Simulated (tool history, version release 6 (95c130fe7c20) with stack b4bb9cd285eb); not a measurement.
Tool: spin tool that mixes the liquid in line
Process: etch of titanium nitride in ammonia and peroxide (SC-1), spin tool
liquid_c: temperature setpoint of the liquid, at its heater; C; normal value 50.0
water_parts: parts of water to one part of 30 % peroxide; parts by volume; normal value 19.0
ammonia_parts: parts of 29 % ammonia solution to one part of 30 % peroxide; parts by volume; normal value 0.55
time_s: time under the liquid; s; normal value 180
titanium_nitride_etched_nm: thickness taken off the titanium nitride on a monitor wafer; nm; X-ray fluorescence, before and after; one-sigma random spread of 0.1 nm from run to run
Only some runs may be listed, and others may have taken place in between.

run	hour	liquid_c	water_parts	ammonia_parts	time_s	wafers since the last listed run	hours since the thermometer was replaced	hours since the ammonia flow meter was replaced	hours since the heated supply line was repaired	hours since the drum of ammonia solution was connected	hours since the gauge calibration	read-back film thickness of the titanium nitride reference wafer, read on the same gauge (nm)	titanium_nitride_etched_nm
1	0.0	50.0	19.0	0.55	180	0	557.7	681.8	154.2	752.9	315.6	148.37	12.23
2	75.2	50.0	19.0	0.55	180	330	632.9	757.0	229.4	828.1	390.8	147.87	11.86
# hour 77.3: new drum of ammonia solution connected
3	111.0	44.5	14.5	0.55	145	153	668.7	792.8	265.2	33.7	426.6	147.70	7.58
4	181.5	50.0	19.0	0.55	180	310	739.2	863.3	335.7	104.2	497.1	147.23	11.86
5	226.8	50.0	19.0	0.55	180	199	784.5	908.6	381.0	149.5	542.4	146.99	11.95
6	293.7	50.0	19.0	0.55	180	294	851.4	975.5	447.9	216.4	609.3	146.61	11.74
7	331.5	41.5	19.0	0.40	180	166	889.2	1013.3	485.7	254.2	647.1	146.35	6.12
8	394.1	50.0	19.0	0.55	180	275	951.8	1075.9	548.3	316.8	709.7	145.93	12.06
9	436.7	59.0	24.5	0.25	130	187	994.4	1118.5	590.9	359.4	752.3	145.72	11.78
10	473.8	56.0	19.0	0.55	280	163	1031.5	1155.6	628.0	396.5	789.4	145.50	27.84
11	535.9	42.0	15.5	0.45	135	273	1093.6	1217.7	690.1	458.6	851.5	145.13	5.28
12	573.3	50.0	11.5	0.55	245	164	1131.0	1255.1	727.5	496.0	888.9	144.89	20.97
13	636.4	50.0	19.0	0.55	140	277	1194.1	1318.2	790.6	559.1	952.0	144.54	9.08
14	687.8	50.0	19.0	0.55	180	226	1245.5	1369.6	842.0	610.5	1003.4	144.25	11.78
15	741.7	50.0	27.5	0.55	180	237	1299.4	1423.5	895.9	664.4	1057.3	143.87	9.50
16	796.5	50.0	19.0	0.55	260	240	1354.2	1478.3	950.7	719.2	1112.1	143.57	17.10
17	856.9	50.0	19.0	0.55	180	265	1414.6	1538.7	1011.1	779.6	1172.5	143.23	11.54
18	893.8	50.0	22.5	0.65	180	162	1451.5	1575.6	1048.0	816.5	1209.4	142.95	11.03
# hour 905.0: new drum of ammonia solution connected
19	934.2	50.0	28.0	0.45	180	173	1491.9	1616.0	1088.4	29.2	1249.8	142.77	8.86
20	961.5	44.5	16.5	0.80	110	120	1519.2	1643.3	1115.7	56.5	1277.1	142.60	5.59
21	1013.8	50.0	19.0	0.25	255	230	1571.5	1695.6	1168.0	108.8	1329.4	142.26	14.42
22	1046.1	55.0	15.0	0.45	180	142	1603.8	1727.9	1200.3	141.1	1361.7	142.07	17.75
23	1077.2	50.0	19.0	0.75	150	136	1634.9	1759.0	1231.4	172.2	1392.8	141.91	10.13

Below are 5 alternative next runs, each starting from the tool's condition after run 23. Predict each:
A	1077.7	50.0	15.5	0.55	180	2	1635.4	1759.5	1231.9	172.7	1393.3	?	?
B	1077.7	52.5	10.0	0.55	270	2	1635.4	1759.5	1231.9	172.7	1393.3	?	?
C	1077.7	58.5	19.0	0.30	245	2	1635.4	1759.5	1231.9	172.7	1393.3	?	?
D	1077.7	50.0	19.0	0.65	180	2	1635.4	1759.5	1231.9	172.7	1393.3	?	?
E	1077.7	50.0	25.0	0.85	180	2	1635.4	1759.5	1231.9	172.7	1393.3	?	?

run	read-back film thickness of the titanium nitride reference wafer, read on the same gauge (nm)	titanium_nitride_etched_nm
A	141.90	12.85
B	141.90	28.94
C	141.90	24.85
D	141.90	11.84
E	141.90	10.68
Take away the tool's hidden state, keep each run's random variation, and the runs would have read:
run	titanium_nitride_etched_nm
A	13.59
B	30.60
C	26.27
D	12.52
E	11.29
